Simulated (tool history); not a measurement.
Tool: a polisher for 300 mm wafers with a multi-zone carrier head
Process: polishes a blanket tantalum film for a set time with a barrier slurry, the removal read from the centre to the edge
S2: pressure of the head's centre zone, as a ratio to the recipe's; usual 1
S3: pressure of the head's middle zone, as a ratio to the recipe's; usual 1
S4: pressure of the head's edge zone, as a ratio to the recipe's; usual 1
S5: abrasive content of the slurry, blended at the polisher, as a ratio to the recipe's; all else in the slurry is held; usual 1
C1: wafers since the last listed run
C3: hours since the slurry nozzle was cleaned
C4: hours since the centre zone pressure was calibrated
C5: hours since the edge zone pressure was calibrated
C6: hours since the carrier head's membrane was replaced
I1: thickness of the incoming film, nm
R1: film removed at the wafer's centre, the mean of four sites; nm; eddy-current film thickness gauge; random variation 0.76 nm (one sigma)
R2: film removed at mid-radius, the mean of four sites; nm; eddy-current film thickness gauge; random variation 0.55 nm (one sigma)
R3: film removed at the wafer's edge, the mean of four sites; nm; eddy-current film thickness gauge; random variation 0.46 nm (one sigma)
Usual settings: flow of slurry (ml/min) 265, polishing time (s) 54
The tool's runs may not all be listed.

run 1 day=0 | flow_of_slurry_(ml/min)=265 S2=1 S3=0.96 S4=1 S5=1 polishing_time_(s)=54 | C1=0 wafers_polished_on_this_pad=1584 C3=17.4 C4=893.1 C5=782.6 C6=981.7 | I1=333.7 | R1=52.1 R2=49.1 R3=51
-- day=0.867 worn pad replaced by a new one
run 2 day=1.379 | flow_of_slurry_(ml/min)=265 S2=1 S3=1 S4=1 S5=1 polishing_time_(s)=54 | C1=202 wafers_polished_on_this_pad=85 C3=50.5 C4=926.2 C5=815.7 C6=1014.8 | I1=325.4 | R1=50.4 R2=52 R3=50.9
run 3 day=2.683 | flow_of_slurry_(ml/min)=265 S2=1.06 S3=1 S4=0.89 S5=1 polishing_time_(s)=54 | C1=217 wafers_polished_on_this_pad=302 C3=81.8 C4=957.5 C5=847 C6=1046.1 | I1=331.9 | R1=54.3 R2=52.6 R3=48.5
run 4 day=3.979 | flow_of_slurry_(ml/min)=265 S2=1 S3=1 S4=1 S5=1 polishing_time_(s)=54 | C1=215 wafers_polished_on_this_pad=518 C3=112.9 C4=988.6 C5=878.1 C6=1077.2 | I1=327.5 | R1=51.6 R2=51.4 R3=50.6
run 5 day=5.379 | flow_of_slurry_(ml/min)=265 S2=1 S3=1 S4=1 S5=1 polishing_time_(s)=54 | C1=233 wafers_polished_on_this_pad=751 C3=146.5 C4=1022.2 C5=911.7 C6=1110.8 | I1=332.1 | R1=51.1 R2=52 R3=51.7
run 6 day=6.05 | flow_of_slurry_(ml/min)=265 S2=0.96 S3=1 S4=1 S5=1 polishing_time_(s)=54 | C1=111 wafers_polished_on_this_pad=863 C3=162.6 C4=1038.3 C5=927.8 C6=1126.9 | I1=328.5 | R1=50.8 R2=50.3 R3=50.2
run 7 day=6.892 | flow_of_slurry_(ml/min)=300 S2=1.03 S3=1.08 S4=1 S5=1 polishing_time_(s)=54 | C1=140 wafers_polished_on_this_pad=1003 C3=182.8 C4=1058.5 C5=948 C6=1147.1 | I1=329.4 | R1=53.1 R2=55.4 R3=51
run 8 day=8.162 | flow_of_slurry_(ml/min)=265 S2=1 S3=1 S4=1 S5=1 polishing_time_(s)=54 | C1=211 wafers_polished_on_this_pad=1215 C3=213.3 C4=1089 C5=978.5 C6=1177.6 | I1=331.5 | R1=52.1 R2=51.6 R3=50.7
run 9 day=8.725 | flow_of_slurry_(ml/min)=265 S2=1 S3=1 S4=1 S5=1 polishing_time_(s)=48 | C1=93 wafers_polished_on_this_pad=1309 C3=226.8 C4=1102.5 C5=992 C6=1191.1 | I1=330.9 | R1=44.8 R2=45.3 R3=45.1
run 10 day=9.483 | flow_of_slurry_(ml/min)=265 S2=1 S3=1 S4=0.93 S5=0.8 polishing_time_(s)=54 | C1=126 wafers_polished_on_this_pad=1435 C3=245 C4=1120.7 C5=1010.2 C6=1209.3 | I1=324.5 | R1=47.1 R2=48.9 R3=46.5
run 11 day=10.054 | flow_of_slurry_(ml/min)=305 S2=1.05 S3=1 S4=1.09 S5=1 polishing_time_(s)=38 | C1=95 wafers_polished_on_this_pad=1530 C3=258.7 C4=1134.4 C5=1023.9 C6=1223 | I1=329.3 | R1=37.5 R2=37.4 R3=37.4
-- day=10.458 edge zone pressure recalibrated
run 12 day=10.825 | flow_of_slurry_(ml/min)=265 S2=1 S3=0.88 S4=1 S5=1 polishing_time_(s)=54 | C1=114 wafers_polished_on_this_pad=1645 C3=277.2 C4=1152.9 C5=8.8 C6=1241.5 | I1=330.3 | R1=53.1 R2=47 R3=50.5
-- day=11.554 worn pad replaced by a new one
run 13 day=11.829 | flow_of_slurry_(ml/min)=315 S2=1 S3=1 S4=1 S5=1 polishing_time_(s)=54 | C1=139 wafers_polished_on_this_pad=45 C3=301.3 C4=1177 C5=32.9 C6=1265.6 | I1=324.4 | R1=52.9 R2=53.5 R3=51.5
-- day=12.162 carrier head's membrane replaced by a new one
-- day=12.438 centre zone pressure recalibrated
run 14 day=13.292 | flow_of_slurry_(ml/min)=180 S2=1.11 S3=1 S4=1 S5=1.1 polishing_time_(s)=60 | C1=195 wafers_polished_on_this_pad=240 C3=336.4 C4=20.5 C5=68 C6=27.1 | I1=324.3 | R1=59.9 R2=55.6 R3=55.5
run 15 day=13.912 | flow_of_slurry_(ml/min)=265 S2=1 S3=1.09 S4=1 S5=0.75 polishing_time_(s)=40 | C1=103 wafers_polished_on_this_pad=344 C3=351.3 C4=35.4 C5=82.9 C6=42 | I1=329.8 | R1=34.9 R2=38.2 R3=34.5
run 16 day=14.917 | flow_of_slurry_(ml/min)=265 S2=0.91 S3=1.05 S4=1.06 S5=0.85 polishing_time_(s)=54 | C1=167 wafers_polished_on_this_pad=511 C3=375.4 C4=59.5 C5=107 C6=66.1 | I1=330.5 | R1=43.9 R2=51.4 R3=50.7
run 17 day=16.35 | flow_of_slurry_(ml/min)=265 S2=1 S3=0.89 S4=1.11 S5=1.25 polishing_time_(s)=44 | C1=238 wafers_polished_on_this_pad=750 C3=409.8 C4=93.9 C5=141.4 C6=100.5 | I1=331 | R1=44.8 R2=40.4 R3=45.8
run 18 day=17.342 | flow_of_slurry_(ml/min)=205 S2=1 S3=0.91 S4=1 S5=0.9 polishing_time_(s)=54 | C1=165 wafers_polished_on_this_pad=915 C3=433.6 C4=117.7 C5=165.2 C6=124.3 | I1=331.5 | R1=47.7 R2=45.1 R3=47.8
run 19 day=18.412 | flow_of_slurry_(ml/min)=265 S2=1 S3=1 S4=1 S5=1 polishing_time_(s)=54 | C1=178 wafers_polished_on_this_pad=1094 C3=459.3 C4=143.4 C5=190.9 C6=150 | I1=331.6 | R1=50.7 R2=52.4 R3=50.8
run 20 day=19.483 | flow_of_slurry_(ml/min)=210 S2=1 S3=1.07 S4=1 S5=1 polishing_time_(s)=63 | C1=178 wafers_polished_on_this_pad=1272 C3=485 C4=169.1 C5=216.6 C6=175.7 | I1=329.8 | R1=59.2 R2=61.8 R3=57.4
-- day=21.917 worn pad replaced by a new one
run 21 day=22.904 | flow_of_slurry_(ml/min)=265 S2=1.09 S3=1 S4=1.06 S5=1 polishing_time_(s)=54 | C1=542 wafers_polished_on_this_pad=164 C3=567.1 C4=251.2 C5=298.7 C6=257.8 | I1=332.6 | R1=55.1 R2=51.3 R3=52.2
run 22 day=23.946 | flow_of_slurry_(ml/min)=265 S2=1 S3=1 S4=1 S5=1 polishing_time_(s)=54 | C1=173 wafers_polished_on_this_pad=338 C3=592.1 C4=276.2 C5=323.7 C6=282.8 | I1=334.1 | R1=51.3 R2=51.9 R3=50.6

The tool's hidden state at each run:
removal rate lost through wear of the pad, %: 0 in every run
slurry flow missing at the pad, %: 0 in every run
deviation of the centre zone's pressure from its setpoint, %: 0 in every run
deviation of the edge zone's pressure from its setpoint, %: 0 in every run
